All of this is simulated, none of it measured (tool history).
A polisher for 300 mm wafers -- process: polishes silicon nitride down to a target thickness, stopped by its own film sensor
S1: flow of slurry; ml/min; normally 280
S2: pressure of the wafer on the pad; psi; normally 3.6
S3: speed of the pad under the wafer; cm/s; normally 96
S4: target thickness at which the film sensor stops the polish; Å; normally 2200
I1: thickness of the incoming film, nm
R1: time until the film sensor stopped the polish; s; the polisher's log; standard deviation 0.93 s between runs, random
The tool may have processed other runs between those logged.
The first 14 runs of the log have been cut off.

run	hour	S1	S2	S3	S4	I1	R1
15	423.2	280	3.6	96	2200	405.2	116.4
16	452.8	280	3.6	96	2200	401.7	116.9
17	481.0	280	3.6	96	2200	406.8	118.7
# hour 487.9: worn pad replaced by a new one
18	501.7	280	3.6	96	2200	399.7	114.0
19	516.9	280	3.6	96	2360	403.7	106.5
20	550.9	280	4.8	96	2200	398.9	84.6
21	574.2	280	3.6	96	2200	402.9	116.7
22	595.6	280	3.6	96	2200	406.6	119.1
23	621.0	225	3.6	122	2200	391.8	91.2
24	643.0	280	3.6	96	2200	406.1	116.9
# hour 667.6: worn pad replaced by a new one
25	676.0	235	4.7	116	2200	404.3	77.9
26	711.4	280	4.0	96	2200	404.2	104.0
# hour 729.6: slurry nozzle cleaned
27	743.5	280	4.6	96	2200	394.1	85.7
28	757.2	280	2.7	80	2730	404.4	130.8
# hour 779.9: head pressure recalibrated
29	789.0	280	3.6	96	2200	395.0	110.0
30	817.0	280	2.5	96	1860	400.0	196.8
31	840.4	280	4.3	96	2380	396.3	84.5
# hour 849.0: worn pad replaced by a new one
32	871.3	280	3.6	126	2200	399.4	91.2
33	892.0	365	3.6	96	1850	398.1	131.0
34	905.5	280	4.5	70	2200	401.0	119.5

Below are 4 alternative next runs, each starting from the tool's condition after run 34. Predict each:
A	906.0	280	2.5	96	2200	400.7	?
B	906.0	215	4.0	128	1670	400.7	?
C	906.0	205	4.1	70	2020	400.7	?
D	906.0	280	4.0	112	1800	400.7	?

run	R1
A	165.7
B	109.2
C	147.5
D	111.8
With no hidden state in the tool, these same runs would have given:
run	R1
A	165.7
B	109.2
C	147.5
D	111.8
